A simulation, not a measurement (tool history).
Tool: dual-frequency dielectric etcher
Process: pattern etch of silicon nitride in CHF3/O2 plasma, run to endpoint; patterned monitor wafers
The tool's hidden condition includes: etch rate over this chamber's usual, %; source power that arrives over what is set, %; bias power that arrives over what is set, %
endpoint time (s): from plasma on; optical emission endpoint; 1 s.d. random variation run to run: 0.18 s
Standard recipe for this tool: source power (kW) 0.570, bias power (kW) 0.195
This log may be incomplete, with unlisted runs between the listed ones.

| run | hour | source power (kW) | bias power (kW) | wafers since the last listed run | hours since the last wet clean | hours since the last source power generator calibration | hours since the last bias power generator calibration | hours since the last upper electrode change | incoming incoming film thickness, nm | endpoint time (s) |
|---|---|---|---|---|---|---|---|---|---|---|
| 1 | 0.0 | 0.570 | 0.195 | 0 | 240.1 | 4677.3 | 2847.3 | 1608.6 | 91.2 | 61.2 |
| 2 | 39.8 | 0.570 | 0.195 | 449 | 279.9 | 4717.1 | 2887.1 | 1648.4 | 90.9 | 60.9 |
| 3 | 99.6 | 0.570 | 0.195 | 675 | 339.7 | 4776.9 | 2946.9 | 1708.2 | 91.6 | 61.4 |
| 4 | 129.1 | 0.570 | 0.195 | 333 | 369.2 | 4806.4 | 2976.4 | 1737.7 | 89.2 | 59.3 |
| 5 | 159.7 | 0.570 | 0.195 | 345 | 399.8 | 4837.0 | 3007.0 | 1768.3 | 90.5 | 60.4 |
| 6 | 218.1 | 0.470 | 0.195 | 659 | 458.2 | 4895.4 | 3065.4 | 1826.7 | 90.7 | 65.1 |
| 7 | 248.3 | 0.470 | 0.195 | 340 | 488.4 | 4925.6 | 3095.6 | 1856.9 | 90.4 | 64.7 |
|  | 284.9 | wet clean of the chamber |
| 8 | 314.4 | 0.470 | 0.195 | 475 | 29.5 | 4991.7 | 3161.7 | 1923.0 | 91.6 | 67.6 |
| 9 | 363.8 | 0.530 | 0.165 | 557 | 78.9 | 5041.1 | 3211.1 | 1972.4 | 90.4 | 68.3 |
| 10 | 401.0 | 0.570 | 0.195 | 419 | 116.1 | 5078.3 | 3248.3 | 2009.6 | 91.1 | 62.3 |
|  | 446.8 | source power generator calibrated |
| 11 | 447.3 | 0.570 | 0.195 | 477 | 162.4 | 0.5 | 3294.6 | 2055.9 | 91.1 | 61.8 |
|  | 488.4 | bias power generator calibrated |
| 12 | 499.2 | 0.570 | 0.195 | 540 | 214.3 | 52.4 | 10.8 | 2107.8 | 91.6 | 60.8 |
| 13 | 531.9 | 0.500 | 0.215 | 369 | 247.0 | 85.1 | 43.5 | 2140.5 | 91.5 | 61.1 |
| 14 | 600.8 | 0.500 | 0.157 | 777 | 315.9 | 154.0 | 112.4 | 2209.4 | 91.4 | 70.2 |
| 15 | 650.0 | 0.570 | 0.195 | 555 | 365.1 | 203.2 | 161.6 | 2258.6 | 90.7 | 60.2 |
| 16 | 698.8 | 0.490 | 0.213 | 550 | 413.9 | 252.0 | 210.4 | 2307.4 | 90.7 | 61.2 |
| 17 | 733.5 | 0.470 | 0.168 | 391 | 448.6 | 286.7 | 245.1 | 2342.1 | 90.8 | 69.5 |
|  | 767.1 | wet clean of the chamber |
|  | 798.1 | upper electrode replaced |
| 18 | 798.6 | 0.570 | 0.195 | 193 | 31.5 | 351.8 | 310.2 | 0.5 | 90.7 | 60.8 |
| 19 | 818.8 | 0.440 | 0.225 | 228 | 51.7 | 372.0 | 330.4 | 20.7 | 90.9 | 63.2 |
| 20 | 864.4 | 0.500 | 0.239 | 514 | 97.3 | 417.6 | 376.0 | 66.3 | 90.9 | 58.4 |
| 21 | 901.1 | 0.570 | 0.195 | 414 | 134.0 | 454.3 | 412.7 | 103.0 | 91.6 | 61.2 |
| 22 | 936.3 | 0.680 | 0.231 | 397 | 169.2 | 489.5 | 447.9 | 138.2 | 90.9 | 52.4 |
| 23 | 979.2 | 0.670 | 0.238 | 484 | 212.1 | 532.4 | 490.8 | 181.1 | 90.8 | 51.9 |
| 24 | 1007.2 | 0.510 | 0.195 | 316 | 240.1 | 560.4 | 518.8 | 209.1 | 91.0 | 63.1 |
| 25 | 1052.1 | 0.570 | 0.231 | 506 | 285.0 | 605.3 | 563.7 | 254.0 | 90.5 | 55.6 |
| 26 | 1104.2 | 0.640 | 0.171 | 588 | 337.1 | 657.4 | 615.8 | 306.1 | 91.3 | 61.4 |
| 27 | 1169.2 | 0.450 | 0.231 | 733 | 402.1 | 722.4 | 680.8 | 371.1 | 89.9 | 60.6 |
| 28 | 1193.3 | 0.570 | 0.195 | 272 | 426.2 | 746.5 | 704.9 | 395.2 | 91.2 | 60.4 |
| 29 | 1254.1 | 0.450 | 0.159 | 686 | 487.0 | 807.3 | 765.7 | 456.0 | 91.5 | 73.0 |
| 30 | 1315.5 | 0.570 | 0.195 | 693 | 548.4 | 868.7 | 827.1 | 517.4 | 91.3 | 59.8 |
| 31 | 1345.8 | 0.530 | 0.165 | 342 | 578.7 | 899.0 | 857.4 | 547.7 | 90.1 | 65.8 |
|  | 1372.8 | wet clean of the chamber |
| 32 | 1374.5 | 0.470 | 0.180 | 53 | 1.7 | 927.7 | 886.1 | 576.4 | 90.5 | 68.4 |
| 33 | 1426.7 | 0.500 | 0.195 | 589 | 53.9 | 979.9 | 938.3 | 628.6 | 91.3 | 64.4 |
| 34 | 1496.7 | 0.620 | 0.217 | 790 | 123.9 | 1049.9 | 1008.3 | 698.6 | 91.6 | 56.8 |

Run-by-run hidden state of the tool:
source power that arrives over what is set, %: 0 at every run
H1: etch rate over this chamber's usual, %
H2: bias power that arrives over what is set, %
| run | H1 | H2 |
|---|---|---|
| 1 | 1.33 | -3.77 |
| 2 | 1.52 | -3.83 |
| 3 | 1.8 | -3.92 |
| 4 | 1.94 | -3.96 |
| 5 | 2.08 | -4.01 |
| 6 | 2.36 | -4.1 |
| 7 | 2.5 | -4.14 |
| 8 | -0.338 | -4.24 |
| 9 | -0.106 | -4.31 |
| 10 | 0.0688 | -4.37 |
| 11 | 0.286 | -4.44 |
| 12 | 0.53 | -0.377 |
| 13 | 0.683 | -0.425 |
| 14 | 1.01 | -0.528 |
| 15 | 1.24 | -0.602 |
| 16 | 1.47 | -0.674 |
| 17 | 1.63 | -0.726 |
| 18 | -0.0376 | -0.823 |
| 19 | 0.0573 | -0.853 |
| 20 | 0.271 | -0.922 |
| 21 | 0.444 | -0.976 |
| 22 | 0.609 | -1.03 |
| 23 | 0.81 | -1.09 |
| 24 | 0.942 | -1.13 |
| 25 | 1.15 | -1.2 |
| 26 | 1.4 | -1.28 |
| 27 | 1.7 | -1.38 |
| 28 | 1.82 | -1.41 |
| 29 | 2.1 | -1.5 |
| 30 | 2.39 | -1.59 |
| 31 | 2.53 | -1.64 |
| 32 | 0.341 | -1.68 |
| 33 | 0.586 | -1.76 |
| 34 | 0.915 | -1.86 |
